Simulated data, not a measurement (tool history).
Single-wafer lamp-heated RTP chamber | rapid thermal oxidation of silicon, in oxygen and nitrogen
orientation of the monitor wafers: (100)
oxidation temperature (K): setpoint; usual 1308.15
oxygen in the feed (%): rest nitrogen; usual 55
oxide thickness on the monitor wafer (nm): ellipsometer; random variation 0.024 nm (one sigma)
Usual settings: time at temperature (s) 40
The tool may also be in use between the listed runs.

| run | hour | oxidation temperature (K) | time at temperature (s) | oxygen in the feed (%) | read-back reference wafer on the same gauge, thickness | oxide thickness on the monitor wafer (nm) |
|---|---|---|---|---|---|---|
| 1 | 0 | 1308.15 | 40 | 55 | 5.481 | 5.536 |
| 2 | 16.8 | 1308.15 | 40 | 55 | 5.478 | 5.579 |
| 3 | 48.7 | 1308.15 | 40 | 55 | 5.482 | 5.576 |
| 4 | 71.9 | 1308.15 | 40 | 55 | 5.479 | 5.549 |
| 5 | 95.6 | 1308.15 | 47 | 55 | 5.48 | 5.955 |
| 6 | 115.3 | 1308.15 | 40 | 55 | 5.482 | 5.608 |
| 7 | 149.6 | 1308.15 | 40 | 55 | 5.479 | 5.607 |
| 8 | 176.1 | 1308.15 | 40 | 55 | 5.482 | 5.573 |
| 9 | 202.5 | 1308.15 | 40 | 45 | 5.48 | 5.235 |
| 10 | 235.3 | 1308.15 | 40 | 45 | 5.479 | 5.211 |
| 11 | 260.2 | 1308.15 | 40 | 55 | 5.478 | 5.572 |
| 12 | 281 | 1308.15 | 40 | 55 | 5.478 | 5.607 |
| 13 | 303.3 | 1308.15 | 40 | 55 | 5.478 | 5.595 |
| 14 | 331 | 1308.15 | 40 | 55 | 5.475 | 5.562 |
| 15 | 395.8 | 1308.15 | 40 | 55 | 5.48 | 5.547 |
| 16 | 415.7 | 1308.15 | 40 | 55 | 5.48 | 5.547 |
| 17 | 434.5 | 1308.15 | 40 | 55 | 5.477 | 5.559 |
| 18 | 462.4 | 1308.15 | 31 | 55 | 5.482 | 5.021 |
|  | 474.7 | pyrometer window cleaned and pyrometer calibrated |
| 19 | 487.4 | 1285.15 | 40 | 55 | 5.478 | 4.761 |
| 20 | 510.5 | 1308.15 | 40 | 55 | 5.479 | 5.569 |
| 21 | 529.7 | 1308.15 | 40 | 36 | 5.481 | 4.825 |
| 22 | 554.7 | 1336.15 | 32 | 68 | 5.478 | 6.62 |
| 23 | 567.2 | 1284.15 | 40 | 65 | 5.479 | 5.007 |
| 24 | 583.3 | 1308.15 | 54 | 40 | 5.48 | 5.67 |
| 25 | 595.6 | 1308.15 | 40 | 45 | 5.479 | 5.196 |
|  | 670.7 | gauge calibrated |
|  | 685.7 | oxygen flow controller replaced |
| 26 | 699.6 | 1308.15 | 48 | 72 | 5.481 | 6.649 |
| 27 | 713.7 | 1308.15 | 21 | 64 | 5.48 | 4.497 |
| 28 | 728.7 | 1308.15 | 40 | 55 | 5.482 | 5.558 |
| 29 | 749.2 | 1293.15 | 57 | 39 | 5.481 | 5.208 |
| 30 | 778.9 | 1300.15 | 40 | 55 | 5.479 | 5.274 |
| 31 | 804.9 | 1293.15 | 57 | 39 | 5.484 | 5.179 |
| 32 | 833.7 | 1308.15 | 40 | 55 | 5.478 | 5.599 |
| 33 | 864.3 | 1285.15 | 20 | 55 | 5.483 | 3.649 |
| 34 | 896.8 | 1308.15 | 40 | 55 | 5.485 | 5.576 |

The next listed run, before its measurement:
| 35 | 918.5 | 1291.15 | 45 | 40 | ? | ? |

{"run 35": {"read-back reference wafer on the same gauge, thickness": 5.481, "oxide thickness on the monitor wafer (nm)": 4.706}}
Without the tool's hidden state the same run would have given oxide thickness on the monitor wafer (nm) 4.706.
